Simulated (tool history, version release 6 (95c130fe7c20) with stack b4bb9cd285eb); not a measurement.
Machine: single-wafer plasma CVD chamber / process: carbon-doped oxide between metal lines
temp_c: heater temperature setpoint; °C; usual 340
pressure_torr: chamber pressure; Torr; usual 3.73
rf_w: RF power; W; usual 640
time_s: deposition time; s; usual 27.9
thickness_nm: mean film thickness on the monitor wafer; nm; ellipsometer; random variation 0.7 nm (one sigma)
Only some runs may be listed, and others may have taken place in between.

run	day	temp_c	pressure_torr	rf_w	time_s	read-back reference wafer on the same gauge, thickness_nm	thickness_nm
1	0	340	3.73	640	27.9	154.535	189.13
2	1.3	340	3.73	640	27.9	154.769	189.584
3	2.558	340	3.73	640	27.9	154.888	189.462
4	6.542	340	3.73	595	29.2	155.496	190.679
5	7.742	340	3.73	640	27.9	155.629	190.333
6	9.108	340	3.73	640	27.9	153.659	188.157
7	9.8	340	3.73	640	27.9	153.725	188.81
8	10.642	340	3.73	640	27.9	153.929	188.154
9	11.933	340	3.73	640	27.9	153.876	188.884
10	12.562	340	3.73	640	27.9	154.314	190.64
11	13.067	340	3.73	640	27.9	154.327	189.496
12	14.175	340	3.73	640	27.9	154.25	189.638
13	15.167	340	3.73	565	29.7	154.604	185.302
14	15.725	340	3.73	640	27.9	154.51	189.712
15	16.892	340	3.73	680	27.9	154.963	197.634
16	18.133	340	3.73	640	31.3	155.01	213.714
17	18.775	340	3.73	640	22.7	155.19	155.861
18	20.062	330	2.85	545	29.5	155.226	182.804
19	21.258	340	3.73	640	27.9	155.432	192.525
20	21.821	348	3.73	640	22.7	153.758	150.046
21	22.683	340	4.48	700	27.9	153.868	207.978
22	24.004	340	3.73	640	27.9	154.07	189.386
23	24.762	340	3.73	640	27.9	154.521	189.468
24	25.558	340	3.73	640	29.7	154.281	201.132

Not shown: 6 entries that the log had between the listed runs. Between which runs, and how does the tool's hidden state differ before and after?
In the gap between runs 5 and 6: gauge calibrated (day 8.312)
  gauge reads high (%): 1.11 -> -0.236
  the result without the hidden state subtracted from the measured one, thickness_nm: +2.09 -> -0.445 nm
In the gap between runs 7 and 8: showerhead replaced (day 10.621)
  gauge reads high (%): -0.169 -> -0.0884
  the result without the hidden state subtracted from the measured one, thickness_nm: -0.32 -> -0.167 nm
In the gap between runs 8 and 9: RF generator calibrated (day 11.542)
  gauge reads high (%): -0.0884 -> 0.0356
  the result without the hidden state subtracted from the measured one, thickness_nm: -0.167 -> +0.067 nm
In the gap between runs 11 and 12: thermocouple changed; heater temperature recalibrated (day 13.462); capacitance manometer re-zeroed and calibrated (day 14.154)
  gauge reads high (%): 0.144 -> 0.251
  the result without the hidden state subtracted from the measured one, thickness_nm: +0.274 -> +0.474 nm
In the gap between runs 19 and 20: gauge calibrated (day 21.404)
  gauge reads high (%): 0.931 -> -0.0832
  the result without the hidden state subtracted from the measured one, thickness_nm: +1.776 -> -0.125 nm
